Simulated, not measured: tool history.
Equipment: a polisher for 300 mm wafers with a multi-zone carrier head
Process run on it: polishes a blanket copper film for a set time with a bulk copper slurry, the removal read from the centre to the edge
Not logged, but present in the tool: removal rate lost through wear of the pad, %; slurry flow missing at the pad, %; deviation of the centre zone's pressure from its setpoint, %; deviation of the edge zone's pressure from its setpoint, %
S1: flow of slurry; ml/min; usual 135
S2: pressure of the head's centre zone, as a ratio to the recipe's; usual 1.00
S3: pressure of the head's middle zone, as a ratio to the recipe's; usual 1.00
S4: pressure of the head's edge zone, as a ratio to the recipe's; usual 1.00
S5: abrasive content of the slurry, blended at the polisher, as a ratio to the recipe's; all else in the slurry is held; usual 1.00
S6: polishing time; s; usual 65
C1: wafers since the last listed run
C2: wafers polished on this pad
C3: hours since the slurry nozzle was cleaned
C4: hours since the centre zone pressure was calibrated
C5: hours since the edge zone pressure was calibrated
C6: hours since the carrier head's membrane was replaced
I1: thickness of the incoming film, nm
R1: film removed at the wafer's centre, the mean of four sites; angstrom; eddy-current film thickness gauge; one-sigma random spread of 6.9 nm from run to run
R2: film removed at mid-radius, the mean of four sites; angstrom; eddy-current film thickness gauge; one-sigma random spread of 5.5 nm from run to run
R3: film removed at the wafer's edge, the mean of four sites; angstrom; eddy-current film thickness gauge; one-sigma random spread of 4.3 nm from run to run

run 1 day=0.000 | S1=135 S2=1.00 S3=1.00 S4=1.00 S5=1.00 S6=65 | C1=0 C2=2727 C3=46.2 C4=259.5 C5=106.9 C6=328.3 | I1=2518.0 | R1=6189 R2=6202 R3=6111
run 2 day=1.525 | S1=135 S2=1.03 S3=0.93 S4=1.00 S5=1.00 S6=65 | C1=320 C2=3048 C3=82.8 C4=296.1 C5=143.5 C6=364.9 | I1=2546.4 | R1=6154 R2=5770 R3=6192
-- day=3.429 worn pad replaced by a new one
run 3 day=4.292 | S1=135 S2=1.00 S3=1.00 S4=1.00 S5=1.10 S6=65 | C1=546 C2=181 C3=149.2 C4=362.5 C5=209.9 C6=431.3 | I1=2555.4 | R1=6169 R2=6257 R3=6335
run 4 day=5.371 | S1=175 S2=0.95 S3=1.06 S4=0.94 S5=1.00 S6=65 | C1=226 C2=408 C3=175.1 C4=388.4 C5=235.8 C6=457.2 | I1=2539.1 | R1=6021 R2=6715 R3=6150
run 5 day=6.954 | S1=110 S2=1.00 S3=1.00 S4=1.00 S5=1.00 S6=65 | C1=332 C2=741 C3=213.1 C4=426.4 C5=273.8 C6=495.2 | I1=2529.4 | R1=5818 R2=5996 R3=6006
run 6 day=8.821 | S1=175 S2=1.11 S3=1.03 S4=0.90 S5=1.00 S6=65 | C1=392 C2=1133 C3=257.9 C4=471.2 C5=318.6 C6=540.0 | I1=2522.4 | R1=6928 R2=6596 R3=6017
run 7 day=11.458 | S1=135 S2=0.89 S3=1.00 S4=1.00 S5=1.00 S6=82 | C1=554 C2=1688 C3=321.2 C4=534.5 C5=381.9 C6=603.3 | I1=2487.5 | R1=6795 R2=7858 R3=7773
run 8 day=12.771 | S1=135 S2=1.00 S3=1.04 S4=1.09 S5=1.00 S6=65 | C1=275 C2=1964 C3=352.7 C4=566.0 C5=413.4 C6=634.8 | I1=2522.5 | R1=6130 R2=6391 R3=6360
-- day=13.304 carrier head's membrane replaced by a new one
-- day=13.896 slurry nozzle cleaned
run 9 day=14.396 | S1=110 S2=0.94 S3=1.00 S4=1.00 S5=1.00 S6=49 | C1=289 C2=2253 C3=12.0 C4=605.0 C5=452.4 C6=26.2 | I1=2527.5 | R1=4193 R2=4483 R3=4524
run 10 day=15.675 | S1=135 S2=1.00 S3=1.00 S4=1.00 S5=1.00 S6=65 | C1=268 C2=2522 C3=42.7 C4=635.7 C5=483.1 C6=56.9 | I1=2499.7 | R1=6089 R2=6275 R3=6176
run 11 day=16.792 | S1=115 S2=0.95 S3=1.00 S4=1.00 S5=0.90 S6=75 | C1=234 C2=2757 C3=69.5 C4=662.5 C5=509.9 C6=83.7 | I1=2532.2 | R1=6366 R2=6827 R3=6863
-- day=17.242 centre zone pressure recalibrated
run 12 day=17.846 | S1=135 S2=1.00 S3=1.10 S4=0.88 S5=1.10 S6=43 | C1=204 C2=2961 C3=94.8 C4=14.5 C5=535.2 C6=109.0 | I1=2540.5 | R1=4018 R2=4500 R3=3915
-- day=18.342 worn pad replaced by a new one
run 13 day=19.154 | S1=135 S2=1.00 S3=1.08 S4=0.89 S5=1.15 S6=65 | C1=240 C2=171 C3=126.2 C4=45.9 C5=566.6 C6=140.4 | I1=2546.8 | R1=6260 R2=6912 R3=6050
run 14 day=21.825 | S1=95 S2=1.00 S3=1.00 S4=1.00 S5=0.75 S6=65 | C1=561 C2=732 C3=190.3 C4=110.0 C5=630.7 C6=204.5 | I1=2543.1 | R1=5429 R2=5441 R3=5592
run 15 day=23.221 | S1=135 S2=1.00 S3=1.00 S4=1.00 S5=1.00 S6=65 | C1=293 C2=1026 C3=223.8 C4=143.5 C5=664.2 C6=238.0 | I1=2504.7 | R1=6036 R2=6103 R3=6190
run 16 day=25.608 | S1=100 S2=1.00 S3=1.00 S4=1.00 S5=1.00 S6=65 | C1=502 C2=1528 C3=281.1 C4=200.8 C5=721.5 C6=295.3 | I1=2514.3 | R1=5887 R2=5967 R3=6026
run 17 day=27.758 | S1=135 S2=1.00 S3=1.00 S4=1.06 S5=1.00 S6=75 | C1=452 C2=1980 C3=332.7 C4=252.4 C5=773.1 C6=346.9 | I1=2547.0 | R1=6942 R2=7136 R3=7261
-- day=28.150 slurry nozzle cleaned
-- day=29.617 edge zone pressure recalibrated
run 18 day=29.996 | S1=135 S2=1.00 S3=1.00 S4=1.00 S5=1.00 S6=65 | C1=444 C2=2424 C3=44.3 C4=306.1 C5=9.1 C6=400.6 | I1=2557.9 | R1=6203 R2=6219 R3=6120
-- day=31.879 worn pad replaced by a new one
run 19 day=32.362 | S1=120 S2=1.00 S3=1.00 S4=1.00 S5=1.00 S6=45 | C1=462 C2=101 C3=101.1 C4=362.9 C5=65.9 C6=457.4 | I1=2540.1 | R1=4096 R2=4233 R3=4190
run 20 day=34.454 | S1=135 S2=1.00 S3=1.00 S4=1.00 S5=1.00 S6=65 | C1=439 C2=541 C3=151.3 C4=413.1 C5=116.1 C6=507.6 | I1=2547.7 | R1=6183 R2=6207 R3=6184

Expected results for the next run?
run 21 day=36.646 | S1=135 S2=1.00 S3=0.90 S4=1.05 S5=1.00 S6=65 | C1=460 C2=1002 C3=203.9 C4=465.7 C5=168.7 C6=560.2 | I1=2566.0 | R1=? R2=? R3=?

R1: 6051 angstrom
R2: 5761 angstrom
R3: 6295 angstrom
Were there no unlogged condition in the tool, this run, its random variation unchanged, would have produced R1 6051 angstrom, R2 5761 angstrom, R3 6295 angstrom.
